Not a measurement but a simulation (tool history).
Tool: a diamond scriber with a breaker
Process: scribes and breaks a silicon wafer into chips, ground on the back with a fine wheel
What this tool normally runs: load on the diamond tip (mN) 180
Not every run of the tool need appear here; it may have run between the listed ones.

run	hour	load on the diamond tip (mN)	incoming depth of the damage left on the back of the incoming wafer, um	depth of the median crack under the scribed line (µm)	chips rejected at inspection after the break (%)
1	0	199	1.83	7.33	8.12
2	64.6	199	2.54	7.2	11.2
3	141.8	156	2.83	6.24	29.68
# hour 181.8: diamond tip replaced by a new one
4	226.1	156	2.89	7.04	7.81
5	326.9	156	2.38	6.9	10.98
6	403.7	220	2.74	8.07	3.51
# hour 500.9: load on the tip recalibrated
7	502.4	220	2.69	8	3.96
8	595.8	220	1.99	7.9	2.54
9	689.3	147	2.71	6.1	27.52
10	792.5	147	2.43	6.05	26.74
11	859.2	147	1.75	6.1	27.31
# hour 922.2: diamond tip replaced by a new one
12	947.1	180	1.84	8.11	1.51
13	988.5	180	2.27	7.95	3.51
14	1051.1	180	2.21	7.77	4.45
15	1118.2	180	2.83	7.18	8.21
16	1181.8	180	1.53	7.09	5.83
17	1278.7	180	2.69	7.19	11.37
18	1317.7	213	2.72	7.81	5.18
19	1376.1	213	1.86	7.5	3.17
20	1457.9	228	2.6	7.75	4.02
21	1532.5	195	2.89	7.07	11.98
22	1587.2	218	1.97	7.45	4.21
# hour 1640.6: diamond tip replaced by a new one, of another model than before
23	1643.2	217	2.22	8.95	2.61
# hour 1655.4: load on the tip recalibrated
24	1909.1	141	2.53	6.68	19.31
25	1963.1	144	2.8	6.43	23.61
26	2032.1	180	1.75	6.89	9.84
27	2134.3	155	2.6	6.48	20.18
28	2217.4	180	1.73	6.58	11.5
29	2316.3	164	2.62	6.52	19.84
# hour 2350: diamond tip replaced by a new one
30	2361.5	180	2.92	7.81	3.89
31	2420.2	146	2.4	7.46	6.88
32	2524.1	216	2.56	8.01	3.61
33	2597.8	159	1.77	6.93	9.02
34	2665.6	180	2.74	7.11	11.43
35	2743	180	2.61	7.03	10.45
36	2793	203	2.97	7.36	9.65
# hour 2810.2: load on the tip recalibrated
37	2907.8	180	2.04	6.68	10.71
38	2994.3	229	2.32	7.45	5.29
39	3038.8	180	2.25	6.83	11.52
# hour 3107.1: diamond tip replaced by a new one
40	3128.3	209	2	8.63	1.76

Run-by-run hidden state of the tool:
deviation of the load on the tip from its setpoint, %: 0, the same for each run
H1: share of the diamond tip's cutting effectiveness lost through wear, %
run	H1
1	26
2	26.6
3	27.2
4	5.24
5	13
6	17
7	20.4
8	22.6
9	24.1
10	25.1
11	25.6
12	3.29
13	7.2
14	11.9
15	15.7
16	18.4
17	21.4
18	22.2
19	23.3
20	24.4
21	25.1
22	25.4
23	1.68
24	19.6
25	21.3
26	23
27	24.7
28	25.6
29	26.3
30	1.34
31	7.01
32	14.1
33	17.5
34	19.8
35	21.7
36	22.6
37	24.1
38	24.8
39	25.1
40	3.42
